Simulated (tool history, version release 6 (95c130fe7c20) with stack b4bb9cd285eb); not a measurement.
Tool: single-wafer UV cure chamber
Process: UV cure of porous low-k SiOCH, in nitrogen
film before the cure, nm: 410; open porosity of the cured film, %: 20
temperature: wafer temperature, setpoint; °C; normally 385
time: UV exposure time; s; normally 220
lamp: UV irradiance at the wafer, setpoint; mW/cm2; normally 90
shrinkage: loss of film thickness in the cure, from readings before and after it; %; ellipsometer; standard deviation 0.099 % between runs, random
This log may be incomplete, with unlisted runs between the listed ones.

run   hour  temperature  time  lamp  shrinkage
  1    0.0          385   220    90      8.460
  2   13.9          385   220    90      8.487
  3   40.4          375   220    90      8.112
  4   70.8          385   220    90      8.270
  5   93.1          385   220    90      8.140
  6  113.1          394   220    90      8.390
  7  143.4          385   160    73      5.927
  8  156.1          385   160    73      5.926
  9  178.4          385   160    73      8.391
 10  194.2          385   220    90     10.713
 11  207.9          392   125    90      8.512
 12  236.3          367   100    56      5.203
 13  271.9          385   220    90     10.588
 14  289.5          385   220   122     12.178
 15  305.1          385   220    64      9.033
 16  324.4          385   100    79      6.811
 17  351.8          399   220    90     10.905
 18  372.1          385   220    61      8.888
 19  394.5          385   220    90     10.787
 20  413.2          403   160   103     10.311
 21  440.3          395   350    90     12.874
 22  485.3          385   220    90     10.871

Withheld: 2 entries from between the runs. Position of each, and hidden state at the listed run before versus the listed run after:
Runs 8 to 9: UV bulbs replaced (hour 171.8)
  lamp output below its setpoint, %: 46 -> 2.04
  the result without the hidden state subtracted from the measured one, shrinkage: -2.513 -> -0.089 %
Runs 15 to 16: quartz window cleaned (hour 316.5)
  lamp output below its setpoint, %: 2.15 -> 2.18
  the result without the hidden state subtracted from the measured one, shrinkage: -0.093 -> -0.090 %

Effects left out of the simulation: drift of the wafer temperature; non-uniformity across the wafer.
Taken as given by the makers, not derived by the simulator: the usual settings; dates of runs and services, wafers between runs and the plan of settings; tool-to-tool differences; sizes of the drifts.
